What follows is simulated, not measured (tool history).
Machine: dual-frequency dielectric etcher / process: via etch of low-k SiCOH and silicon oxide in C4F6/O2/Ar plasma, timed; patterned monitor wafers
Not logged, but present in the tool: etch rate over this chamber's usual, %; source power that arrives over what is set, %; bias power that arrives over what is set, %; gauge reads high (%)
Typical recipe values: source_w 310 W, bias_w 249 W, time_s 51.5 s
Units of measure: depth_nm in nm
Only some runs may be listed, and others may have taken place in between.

run,hour,source_w,bias_w,time_s,wafers since the last listed run,hours since the last wet clean,hours since the last source power generator calibration,hours since the last bias power generator calibration,hours since the last upper electrode change,hours since the gauge calibration,"read-back reference wafer on the same gauge, depth_nm",depth_nm
1,0,310,205,42,0,485.8,4405.3,3676,0.8,936.1,172.1,120.3
2,17.8,310,249,51.5,208,503.6,4423.1,3693.8,18.6,953.9,172,155.9
# hour 52.8: bias power generator calibrated
3,53.3,310,249,51.5,369,539.1,4458.6,0.5,54.1,989.4,172.5,157.3
# hour 95.9: wet clean of the chamber
4,96.4,310,249,51.5,224,0.5,4501.7,43.6,97.2,1032.5,172.5,157.7
5,96.8,310,249,51.5,4,0.9,4502.1,44,97.6,1032.9,172.9,157.9
6,106.4,310,249,51.5,112,10.5,4511.7,53.6,107.2,1042.5,172.6,157.3
7,193.7,340,249,51.5,1024,97.8,4599,140.9,194.5,1129.8,173,165.2
8,210.1,250,265,57,192,114.2,4615.4,157.3,210.9,1146.2,173.4,163
9,231.7,310,249,51.5,253,135.8,4637,178.9,232.5,1167.8,173.6,158.7
# hour 241.4: source power generator calibrated
10,244.5,230,198,51.5,103,148.6,3.1,191.7,245.3,1180.6,173.9,127.7
11,265.9,380,220,51.5,251,170,24.5,213.1,266.7,1202,173.9,166.2
12,292.6,310,249,51.5,313,196.7,51.2,239.8,293.4,1228.7,174,158.6
13,325.1,280,205,45.5,381,229.2,83.7,272.3,325.9,1261.2,174,125.8
14,356.5,360,249,51.5,368,260.6,115.1,303.7,357.3,1292.6,174.2,169.4
15,377.4,290,192,66.5,245,281.5,136,324.6,378.2,1313.5,174.5,184.2
16,401.6,310,213,44.5,283,305.7,160.2,348.8,402.4,1337.7,174.8,131.1
# hour 402.1: gauge calibrated
17,432.5,340,278,57,362,336.6,191.1,379.7,433.3,30.4,168.7,183.2
18,450.1,340,249,46,206,354.2,208.7,397.3,450.9,48,168.8,143.9
19,476.8,310,230,51.5,313,380.9,235.4,424,477.6,74.7,168.8,149.9
20,489.2,310,211,37,145,393.3,247.8,436.4,490,87.1,169.2,104.6
21,522.3,350,292,51.5,388,426.4,280.9,469.5,523.1,120.2,169.3,171.2
22,551,310,249,51.5,336,455.1,309.6,498.2,551.8,148.9,169.5,155.1
23,582.7,310,249,40.5,371,486.8,341.3,529.9,583.5,180.6,169.6,121.4
24,610.4,370,217,51.5,325,514.5,369,557.6,611.2,208.3,169.9,160.9
25,644.8,310,199,45.5,403,548.9,403.4,592,645.6,242.7,170.2,127.2
26,661.6,240,193,36.5,197,565.7,420.2,608.8,662.4,259.5,170.5,89.6
27,697.5,380,215,41.5,421,601.6,456.1,644.7,698.3,295.4,170.8,131.8
28,729,380,269,45.5,369,633.1,487.6,676.2,729.8,326.9,170.5,154.1
29,753.5,350,292,51.5,287,657.6,512.1,700.7,754.3,351.4,170.8,174.6
# hour 804.1: wet clean of the chamber
30,804.6,310,249,40.5,317,0.5,563.2,751.8,805.4,402.5,171.1,122.2

What if the next run were any one of these 4? Each begins from the tool's condition after run 30:
A,805,310,249,51.5,4,0.9,563.6,752.2,805.8,402.9,?,?
B,805,250,214,60,4,0.9,563.6,752.2,805.8,402.9,?,?
C,805,240,284,51.5,4,0.9,563.6,752.2,805.8,402.9,?,?
D,805,370,249,64,4,0.9,563.6,752.2,805.8,402.9,?,?

run,"read-back reference wafer on the same gauge, depth_nm",depth_nm
A,170.9,156
B,170.9,156.4
C,170.9,144.6
D,170.9,210
The same runs, with their run-to-run variation unchanged, on a tool lacking any hidden condition would have given:
run,depth_nm
A,152.2
B,152.6
C,141.1
D,204.9

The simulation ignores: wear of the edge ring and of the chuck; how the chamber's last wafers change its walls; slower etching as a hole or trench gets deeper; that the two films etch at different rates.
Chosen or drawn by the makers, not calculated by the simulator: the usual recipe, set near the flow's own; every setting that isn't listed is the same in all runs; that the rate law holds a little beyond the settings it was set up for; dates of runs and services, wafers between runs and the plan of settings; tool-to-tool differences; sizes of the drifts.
